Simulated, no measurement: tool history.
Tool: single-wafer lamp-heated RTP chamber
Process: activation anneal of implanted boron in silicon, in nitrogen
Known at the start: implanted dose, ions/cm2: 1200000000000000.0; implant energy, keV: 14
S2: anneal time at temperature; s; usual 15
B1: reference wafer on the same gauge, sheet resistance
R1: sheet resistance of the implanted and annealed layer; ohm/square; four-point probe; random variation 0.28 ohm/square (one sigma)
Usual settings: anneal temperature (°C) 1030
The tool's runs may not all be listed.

run 1 hour=0.0 | anneal_temperature_(°C)=1030 S2=15 | B1=108.07 | R1=100.84
-- hour=17.4 reflector plate cleaned
run 2 hour=63.3 | anneal_temperature_(°C)=1030 S2=15 | B1=107.97 | R1=100.66
run 3 hour=110.7 | anneal_temperature_(°C)=1030 S2=15 | B1=108.05 | R1=101.17
run 4 hour=147.2 | anneal_temperature_(°C)=1030 S2=15 | B1=108.05 | R1=100.36
run 5 hour=208.4 | anneal_temperature_(°C)=1048 S2=19 | B1=107.88 | R1=98.94
run 6 hour=257.5 | anneal_temperature_(°C)=1048 S2=19 | B1=108.13 | R1=98.25
-- hour=282.1 pyrometer window cleaned and pyrometer calibrated, repeated, since the last time left the tool worse
run 7 hour=315.5 | anneal_temperature_(°C)=1030 S2=15 | B1=107.89 | R1=102.76
run 8 hour=367.6 | anneal_temperature_(°C)=1030 S2=15 | B1=108.12 | R1=102.49
run 9 hour=403.3 | anneal_temperature_(°C)=1048 S2=15 | B1=108.02 | R1=100.10
-- hour=421.9 gauge calibrated
run 10 hour=445.1 | anneal_temperature_(°C)=1030 S2=15 | B1=108.03 | R1=101.93
run 11 hour=475.6 | anneal_temperature_(°C)=1030 S2=15 | B1=108.03 | R1=102.03
-- hour=501.9 reflector plate cleaned
run 12 hour=524.8 | anneal_temperature_(°C)=1030 S2=15 | B1=107.96 | R1=102.61
run 13 hour=551.6 | anneal_temperature_(°C)=1030 S2=24 | B1=108.08 | R1=100.91
run 14 hour=587.4 | anneal_temperature_(°C)=1030 S2=11 | B1=108.02 | R1=102.69
run 15 hour=625.3 | anneal_temperature_(°C)=1030 S2=11 | B1=107.95 | R1=102.82
run 16 hour=664.3 | anneal_temperature_(°C)=1030 S2=7 | B1=108.07 | R1=103.66
run 17 hour=717.3 | anneal_temperature_(°C)=1038 S2=15 | B1=107.99 | R1=100.64
-- hour=758.0 pyrometer window cleaned and pyrometer calibrated
run 18 hour=758.5 | anneal_temperature_(°C)=1030 S2=15 | B1=108.02 | R1=102.20
run 19 hour=788.4 | anneal_temperature_(°C)=1030 S2=15 | B1=107.96 | R1=102.76
run 20 hour=837.4 | anneal_temperature_(°C)=1015 S2=17 | B1=108.03 | R1=104.73
run 21 hour=868.7 | anneal_temperature_(°C)=1030 S2=15 | B1=107.94 | R1=102.96
-- hour=911.1 reflector plate cleaned
run 22 hour=938.2 | anneal_temperature_(°C)=1030 S2=15 | B1=107.97 | R1=102.57
run 23 hour=996.2 | anneal_temperature_(°C)=1038 S2=15 | B1=108.16 | R1=101.33
run 24 hour=1020.8 | anneal_temperature_(°C)=1050 S2=18 | B1=108.02 | R1=99.40
run 25 hour=1069.5 | anneal_temperature_(°C)=1030 S2=15 | B1=108.00 | R1=102.34
run 26 hour=1109.6 | anneal_temperature_(°C)=1030 S2=10 | B1=107.95 | R1=102.92
run 27 hour=1137.0 | anneal_temperature_(°C)=1014 S2=10 | B1=107.99 | R1=106.12
run 28 hour=1176.4 | anneal_temperature_(°C)=1008 S2=12 | B1=108.00 | R1=106.81
run 29 hour=1201.2 | anneal_temperature_(°C)=1017 S2=7 | B1=107.99 | R1=105.85
-- hour=1231.0 pyrometer window cleaned and pyrometer calibrated
run 30 hour=1242.0 | anneal_temperature_(°C)=1044 S2=21 | B1=108.05 | R1=100.24
-- hour=1303.4 reflector plate cleaned
run 31 hour=1304.4 | anneal_temperature_(°C)=1045 S2=9 | B1=107.92 | R1=101.70
run 32 hour=1338.4 | anneal_temperature_(°C)=1030 S2=15 | B1=107.89 | R1=102.24
run 33 hour=1363.3 | anneal_temperature_(°C)=1057 S2=12 | B1=108.00 | R1=99.97
run 34 hour=1414.5 | anneal_temperature_(°C)=1043 S2=11 | B1=108.05 | R1=101.46
run 35 hour=1461.7 | anneal_temperature_(°C)=1030 S2=15 | B1=107.89 | R1=101.81

What the log doesn't show, run by run:
wafer temperature error from the tarnished reflector plate, K: 0 in every run
gauge reads high (%): 0 in every run
H1: true wafer temperature minus pyrometer reading, K
run=1 H1=13.5
run=2 H1=13.6
run=3 H1=13.9
run=4 H1=14.1
run=5 H1=14.7
run=6 H1=15.4
run=7 H1=0.981
run=8 H1=1.15
run=9 H1=1.35
run=10 H1=1.67
run=11 H1=1.96
run=12 H1=2.54
run=13 H1=2.91
run=14 H1=3.46
run=15 H1=4.12
run=16 H1=4.88
run=17 H1=6.05
run=18 H1=0.021
run=19 H1=0.0459
run=20 H1=0.191
run=21 H1=0.351
run=22 H1=0.895
run=23 H1=1.55
run=24 H1=1.88
run=25 H1=2.63
run=26 H1=3.35
run=27 H1=3.89
run=28 H1=4.73
run=29 H1=5.31
run=30 H1=1.19
run=31 H1=1.33
run=32 H1=1.49
run=33 H1=1.65
run=34 H1=2.09
run=35 H1=2.62
